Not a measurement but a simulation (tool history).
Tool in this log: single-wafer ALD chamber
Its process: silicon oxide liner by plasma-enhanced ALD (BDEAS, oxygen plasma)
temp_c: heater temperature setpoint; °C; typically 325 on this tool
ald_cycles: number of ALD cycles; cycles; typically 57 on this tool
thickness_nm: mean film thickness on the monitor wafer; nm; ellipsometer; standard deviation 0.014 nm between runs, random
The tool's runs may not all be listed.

| run | hour | temp_c | ald_cycles | wafers since the last listed run | hours since the last thermocouple change | hours since the gauge calibration | read-back reference wafer on the same gauge, thickness_nm | thickness_nm |
|---|---|---|---|---|---|---|---|---|
| 1 | 0.0 | 325 | 57 | 0 | 945.5 | 968.1 | 6.120 | 5.641 |
| 2 | 53.8 | 325 | 62 | 389 | 999.3 | 1021.9 | 6.122 | 6.098 |
| 3 | 116.1 | 325 | 62 | 450 | 1061.6 | 1084.2 | 6.121 | 6.108 |
| 4 | 185.9 | 325 | 62 | 504 | 1131.4 | 1154.0 | 6.123 | 6.097 |
| 5 | 236.5 | 325 | 53 | 366 | 1182.0 | 1204.6 | 6.120 | 5.204 |
| 6 | 268.0 | 325 | 53 | 227 | 1213.5 | 1236.1 | 6.118 | 5.232 |
| 7 | 311.7 | 325 | 53 | 316 | 1257.2 | 1279.8 | 6.123 | 5.210 |
| 8 | 340.7 | 325 | 48 | 209 | 1286.2 | 1308.8 | 6.120 | 4.736 |
| 9 | 369.8 | 325 | 48 | 210 | 1315.3 | 1337.9 | 6.120 | 4.735 |
| 10 | 435.0 | 325 | 48 | 471 | 1380.5 | 1403.1 | 6.119 | 4.731 |
| 11 | 464.5 | 329 | 57 | 213 | 1410.0 | 1432.6 | 6.124 | 5.568 |
| 12 | 514.7 | 329 | 57 | 363 | 1460.2 | 1482.8 | 6.117 | 5.588 |
| 13 | 566.3 | 329 | 57 | 373 | 1511.8 | 1534.4 | 6.121 | 5.603 |
| 14 | 628.7 | 325 | 57 | 451 | 1574.2 | 1596.8 | 6.121 | 5.627 |
| 15 | 666.8 | 325 | 57 | 275 | 1612.3 | 1634.9 | 6.122 | 5.625 |
| 16 | 692.9 | 325 | 57 | 188 | 1638.4 | 1661.0 | 6.121 | 5.620 |
|  | 746.2 | gauge calibrated |
| 17 | 754.5 | 325 | 57 | 445 | 1700.0 | 8.3 | 6.119 | 5.637 |
| 18 | 918.3 | 325 | 57 | 1184 | 1863.8 | 172.1 | 6.116 | 5.620 |
| 19 | 957.0 | 325 | 57 | 279 | 1902.5 | 210.8 | 6.118 | 5.610 |
| 20 | 1002.4 | 325 | 57 | 328 | 1947.9 | 256.2 | 6.121 | 5.609 |
| 21 | 1158.0 | 325 | 57 | 1125 | 2103.5 | 411.8 | 6.123 | 5.603 |
| 22 | 1222.1 | 325 | 57 | 463 | 2167.6 | 475.9 | 6.121 | 5.639 |
| 23 | 1256.8 | 314 | 57 | 250 | 2202.3 | 510.6 | 6.117 | 5.713 |
| 24 | 1310.2 | 331 | 47 | 386 | 2255.7 | 564.0 | 6.119 | 4.593 |
| 25 | 1358.1 | 340 | 52 | 346 | 2303.6 | 611.9 | 6.121 | 5.020 |
|  | 1418.2 | thermocouple changed; heater temperature recalibrated |
| 26 | 1426.5 | 325 | 57 | 436 | 8.3 | 680.3 | 6.118 | 5.619 |
| 27 | 1460.8 | 325 | 57 | 248 | 42.6 | 714.6 | 6.121 | 5.627 |
| 28 | 1530.5 | 331 | 57 | 504 | 112.3 | 784.3 | 6.118 | 5.579 |
| 29 | 1602.0 | 320 | 47 | 517 | 183.8 | 855.8 | 6.119 | 4.671 |
| 30 | 1629.6 | 332 | 67 | 199 | 211.4 | 883.4 | 6.119 | 6.518 |
| 31 | 1758.7 | 337 | 46 | 933 | 340.5 | 1012.5 | 6.117 | 4.464 |
| 32 | 1790.1 | 314 | 48 | 227 | 371.9 | 1043.9 | 6.122 | 4.825 |
| 33 | 1854.9 | 311 | 47 | 468 | 436.7 | 1108.7 | 6.121 | 4.711 |
| 34 | 1882.0 | 332 | 67 | 196 | 463.8 | 1135.8 | 6.124 | 6.535 |
| 35 | 1929.3 | 325 | 57 | 342 | 511.1 | 1183.1 | 6.120 | 5.632 |
| 36 | 2013.6 | 337 | 57 | 609 | 595.4 | 1267.4 | 6.119 | 5.526 |
| 37 | 2075.3 | 339 | 51 | 446 | 657.1 | 1329.1 | 6.120 | 4.953 |
| 38 | 2104.2 | 315 | 48 | 209 | 686.0 | 1358.0 | 6.122 | 4.808 |
| 39 | 2137.6 | 325 | 57 | 241 | 719.4 | 1391.4 | 6.121 | 5.616 |
| 40 | 2197.7 | 317 | 52 | 434 | 779.5 | 1451.5 | 6.116 | 5.174 |
| 41 | 2267.1 | 332 | 61 | 501 | 848.9 | 1520.9 | 6.119 | 5.957 |
| 42 | 2309.7 | 325 | 66 | 308 | 891.5 | 1563.5 | 6.117 | 6.515 |
| 43 | 2347.0 | 318 | 46 | 269 | 928.8 | 1600.8 | 6.119 | 4.584 |
| 44 | 2409.6 | 318 | 66 | 452 | 991.4 | 1663.4 | 6.119 | 6.576 |

Branching from run 44: 5 alternative next runs. What would each branch give?
| A | 2410.1 | 325 | 47 | 3 | 991.9 | 1663.9 | ? | ? |
| B | 2410.1 | 316 | 46 | 3 | 991.9 | 1663.9 | ? | ? |
| C | 2410.1 | 315 | 54 | 3 | 991.9 | 1663.9 | ? | ? |
| D | 2410.1 | 338 | 50 | 3 | 991.9 | 1663.9 | ? | ? |
| E | 2410.1 | 337 | 49 | 3 | 991.9 | 1663.9 | ? | ? |

| run | read-back reference wafer on the same gauge, thickness_nm | thickness_nm |
|---|---|---|
| A | 6.118 | 4.637 |
| B | 6.118 | 4.595 |
| C | 6.118 | 5.401 |
| D | 6.118 | 4.843 |
| E | 6.118 | 4.753 |
Had the tool no hidden state, the same runs would have come out as:
| run | thickness_nm |
|---|---|
| A | 4.637 |
| B | 4.595 |
| C | 5.401 |
| D | 4.843 |
| E | 4.753 |

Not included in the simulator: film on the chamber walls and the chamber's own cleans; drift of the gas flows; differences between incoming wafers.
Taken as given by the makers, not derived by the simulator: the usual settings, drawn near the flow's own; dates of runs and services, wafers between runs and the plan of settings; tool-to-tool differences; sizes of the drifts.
